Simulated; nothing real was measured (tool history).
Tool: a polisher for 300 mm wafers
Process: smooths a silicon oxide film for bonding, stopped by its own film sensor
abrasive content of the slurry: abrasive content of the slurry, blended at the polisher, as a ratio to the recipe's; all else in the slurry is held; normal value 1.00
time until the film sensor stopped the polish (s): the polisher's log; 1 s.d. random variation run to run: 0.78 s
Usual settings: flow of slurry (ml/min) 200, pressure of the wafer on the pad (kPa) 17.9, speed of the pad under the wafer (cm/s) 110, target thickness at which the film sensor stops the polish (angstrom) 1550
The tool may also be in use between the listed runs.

| run | hour | flow of slurry (ml/min) | pressure of the wafer on the pad (kPa) | speed of the pad under the wafer (cm/s) | abrasive content of the slurry | target thickness at which the film sensor stops the polish (angstrom) | incoming thickness of the incoming film, nm | time until the film sensor stopped the polish (s) |
|---|---|---|---|---|---|---|---|---|
| 1 | 0.0 | 170 | 17.9 | 110 | 1.00 | 1550 | 200.4 | 46.1 |
| 2 | 24.8 | 200 | 17.9 | 110 | 1.00 | 1550 | 203.2 | 47.3 |
| 3 | 45.9 | 200 | 17.9 | 110 | 1.00 | 1550 | 196.5 | 41.7 |
| 4 | 61.3 | 200 | 17.9 | 110 | 1.00 | 1550 | 200.2 | 44.8 |
| 5 | 68.8 | 200 | 17.9 | 110 | 1.00 | 1510 | 197.7 | 44.8 |
|  | 101.5 | worn pad replaced by a new one |
| 6 | 102.0 | 200 | 17.9 | 110 | 1.00 | 1510 | 199.4 | 48.0 |
| 7 | 107.8 | 200 | 17.9 | 92 | 1.00 | 1550 | 199.3 | 47.0 |
| 8 | 120.2 | 200 | 17.9 | 110 | 1.00 | 1550 | 201.8 | 44.1 |
|  | 134.2 | slurry blender recalibrated |
| 9 | 144.8 | 200 | 17.9 | 110 | 1.00 | 1550 | 199.3 | 42.6 |
| 10 | 158.3 | 200 | 17.9 | 110 | 1.00 | 1550 | 198.0 | 43.3 |
|  | 172.1 | slurry nozzle cleaned |
|  | 203.4 | worn pad replaced by a new one |
| 11 | 209.8 | 200 | 17.9 | 110 | 1.00 | 1550 | 199.3 | 42.0 |
| 12 | 220.5 | 200 | 17.9 | 110 | 1.00 | 1550 | 198.8 | 42.6 |
| 13 | 236.5 | 200 | 17.9 | 110 | 1.00 | 1550 | 199.5 | 42.6 |
| 14 | 254.1 | 200 | 17.9 | 110 | 1.00 | 1550 | 199.0 | 44.8 |
|  | 272.0 | head pressure recalibrated |
| 15 | 272.5 | 200 | 17.9 | 134 | 1.20 | 1490 | 200.3 | 39.7 |
| 16 | 278.1 | 245 | 11.7 | 94 | 1.00 | 1550 | 202.3 | 80.0 |
| 17 | 284.2 | 200 | 21.4 | 110 | 1.00 | 1550 | 201.2 | 38.8 |
| 18 | 299.3 | 200 | 17.9 | 144 | 1.10 | 1480 | 198.8 | 38.8 |
|  | 307.8 | worn pad replaced by a new one |
| 19 | 308.9 | 200 | 17.9 | 110 | 1.00 | 1550 | 196.6 | 39.7 |
| 20 | 325.6 | 260 | 17.9 | 110 | 1.00 | 1550 | 201.1 | 42.8 |
| 21 | 339.4 | 170 | 17.9 | 110 | 1.00 | 1630 | 203.7 | 41.4 |
| 22 | 354.9 | 200 | 17.9 | 142 | 1.00 | 1470 | 202.7 | 44.3 |
| 23 | 371.2 | 200 | 17.9 | 110 | 1.00 | 1550 | 198.1 | 43.0 |
| 24 | 387.4 | 200 | 17.9 | 110 | 1.00 | 1550 | 198.8 | 43.9 |
| 25 | 404.4 | 200 | 17.9 | 110 | 1.15 | 1550 | 203.0 | 45.6 |
| 26 | 420.9 | 200 | 21.4 | 110 | 1.00 | 1550 | 200.0 | 40.0 |

Branching from run 26: 4 alternative next runs. What would each branch give?
| A | 421.3 | 200 | 17.9 | 110 | 1.20 | 1550 | 198.0 | ? |
| B | 421.3 | 200 | 22.1 | 110 | 1.00 | 1420 | 198.0 | ? |
| C | 421.3 | 200 | 13.8 | 82 | 0.90 | 1390 | 198.0 | ? |
| D | 421.3 | 200 | 17.9 | 110 | 1.00 | 1480 | 198.0 | ? |

| run | time until the film sensor stopped the polish (s) |
|---|---|
| A | 40.3 |
| B | 46.4 |
| C | 104.6 |
| D | 51.0 |
The same runs, with their run-to-run variation unchanged, on a tool lacking any hidden condition would have given:
| run | time until the film sensor stopped the polish (s) |
|---|---|
| A | 37.1 |
| B | 42.8 |
| C | 96.3 |
| D | 47.0 |
